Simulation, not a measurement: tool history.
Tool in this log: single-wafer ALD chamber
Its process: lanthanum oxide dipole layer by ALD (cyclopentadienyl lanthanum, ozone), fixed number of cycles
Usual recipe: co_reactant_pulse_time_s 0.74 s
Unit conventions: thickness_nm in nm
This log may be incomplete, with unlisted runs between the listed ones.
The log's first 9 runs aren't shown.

| run | hour | co_reactant_pulse_time_s | read-back reference wafer on the same gauge, thickness_nm | thickness_nm |
|---|---|---|---|---|
| 10 | 795.1 | 0.82 | 0.387 | 0.473 |
| 11 | 838 | 0.82 | 0.387 | 0.476 |
| 12 | 914.9 | 0.99 | 0.387 | 0.509 |
| 13 | 982.2 | 0.63 | 0.387 | 0.416 |
|  | 1006.5 | gauge calibrated |
| 14 | 1085.6 | 0.74 | 0.387 | 0.452 |
| 15 | 1134 | 0.85 | 0.387 | 0.48 |
| 16 | 1226.2 | 0.74 | 0.387 | 0.451 |
| 17 | 1277.1 | 0.5 | 0.387 | 0.362 |
| 18 | 1330.1 | 0.74 | 0.387 | 0.45 |

Run 19 has not been measured yet. What should we expect?
| 19 | 1431.4 | 0.88 | ? | ? |

Run 19 gave read-back reference wafer on the same gauge, thickness_nm 0.387, thickness_nm 0.485 nm.
Minus the tool's unlogged condition, the same run would have read thickness_nm 0.492 nm.
